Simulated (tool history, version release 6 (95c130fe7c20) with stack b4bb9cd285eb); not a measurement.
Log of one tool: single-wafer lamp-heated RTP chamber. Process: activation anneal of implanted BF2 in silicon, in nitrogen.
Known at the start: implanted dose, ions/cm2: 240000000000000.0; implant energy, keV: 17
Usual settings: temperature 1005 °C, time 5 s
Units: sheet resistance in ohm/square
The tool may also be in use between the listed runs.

| run | hour | temperature | time | wafers since the last listed run | wafers since the last pyrometer calibration | wafers since the reflector plate was cleaned | hours since the gauge calibration | read-back reference wafer on the same gauge, sheet resistance | sheet resistance |
|---|---|---|---|---|---|---|---|---|---|
| 1 | 0.0 | 1005 | 5 | 0 | 262 | 262 | 1378.2 | 569.14 | 507.79 |
|  | 17.6 | gauge calibrated |
| 2 | 34.3 | 1005 | 5 | 299 | 561 | 561 | 16.7 | 575.88 | 512.93 |
| 3 | 104.7 | 1005 | 7 | 615 | 1177 | 1177 | 87.1 | 575.28 | 513.54 |
| 4 | 150.6 | 1005 | 7 | 401 | 1578 | 1578 | 133.0 | 575.38 | 513.74 |
| 5 | 221.1 | 1005 | 7 | 616 | 2194 | 2194 | 203.5 | 574.66 | 511.45 |
| 6 | 247.9 | 1005 | 5 | 234 | 2428 | 2428 | 230.3 | 574.54 | 513.06 |
| 7 | 295.0 | 1005 | 5 | 411 | 2840 | 2840 | 277.4 | 574.62 | 512.16 |
| 8 | 358.7 | 1005 | 5 | 556 | 3397 | 3397 | 341.1 | 574.34 | 511.72 |
| 9 | 406.3 | 1005 | 5 | 416 | 3813 | 3813 | 388.7 | 574.34 | 511.00 |
| 10 | 471.0 | 1005 | 5 | 565 | 4378 | 4378 | 453.4 | 573.57 | 510.15 |
|  | 502.2 | pyrometer window cleaned and pyrometer calibrated |
| 11 | 502.7 | 1005 | 5 | 207 | 4 | 4586 | 485.1 | 573.67 | 510.67 |
| 12 | 542.0 | 1005 | 5 | 343 | 348 | 4929 | 524.4 | 573.51 | 511.25 |
| 13 | 574.6 | 1005 | 5 | 284 | 633 | 5214 | 557.0 | 573.08 | 509.73 |
| 14 | 636.9 | 1025 | 4 | 544 | 1177 | 5759 | 619.3 | 572.74 | 514.08 |
| 15 | 669.0 | 1005 | 8 | 280 | 1458 | 6039 | 651.4 | 572.84 | 510.07 |
| 16 | 726.2 | 986 | 8 | 499 | 1958 | 6539 | 708.6 | 572.73 | 511.30 |
| 17 | 761.5 | 1005 | 5 | 308 | 2266 | 6848 | 743.9 | 572.34 | 510.40 |
| 18 | 825.5 | 1026 | 5 | 559 | 2826 | 7407 | 807.9 | 572.08 | 512.70 |
| 19 | 872.3 | 1014 | 7 | 409 | 3235 | 7816 | 854.7 | 571.88 | 509.95 |
| 20 | 941.6 | 989 | 5 | 605 | 3840 | 8422 | 924.0 | 571.59 | 508.73 |
| 21 | 1012.8 | 1016 | 5 | 622 | 4463 | 9044 | 995.2 | 571.18 | 510.39 |
| 22 | 1057.9 | 1005 | 5 | 394 | 4857 | 9438 | 1040.3 | 571.00 | 509.49 |
|  | 1062.9 | gauge calibrated |
|  | 1071.8 | pyrometer window cleaned and pyrometer calibrated |
|  | 1076.5 | reflector plate cleaned |
| 23 | 1115.7 | 986 | 7 | 394 | 342 | 342 | 52.8 | 574.83 | 514.32 |
| 24 | 1171.4 | 977 | 3 | 486 | 829 | 829 | 108.5 | 574.31 | 520.56 |
| 25 | 1200.1 | 1025 | 4 | 250 | 1080 | 1080 | 137.2 | 574.30 | 515.27 |
| 26 | 1339.6 | 1005 | 5 | 1219 | 2299 | 2299 | 276.7 | 573.64 | 511.88 |
| 27 | 1397.5 | 1023 | 4 | 506 | 2805 | 2805 | 334.6 | 573.57 | 514.10 |

The tool's hidden state at each run:
true wafer temperature minus pyrometer reading, K: 0 in every run
wafer temperature error from the tarnished reflector plate, K: 0 in every run
H1: gauge reads high (%)
| run | H1 |
|---|---|
| 1 | -1.18 |
| 2 | -0.0451 |
| 3 | -0.101 |
| 4 | -0.138 |
| 5 | -0.195 |
| 6 | -0.216 |
| 7 | -0.254 |
| 8 | -0.305 |
| 9 | -0.343 |
| 10 | -0.395 |
| 11 | -0.42 |
| 12 | -0.452 |
| 13 | -0.478 |
| 14 | -0.528 |
| 15 | -0.553 |
| 16 | -0.599 |
| 17 | -0.627 |
| 18 | -0.679 |
| 19 | -0.716 |
| 20 | -0.772 |
| 21 | -0.829 |
| 22 | -0.865 |
| 23 | -0.215 |
| 24 | -0.26 |
| 25 | -0.283 |
| 26 | -0.394 |
| 27 | -0.441 |
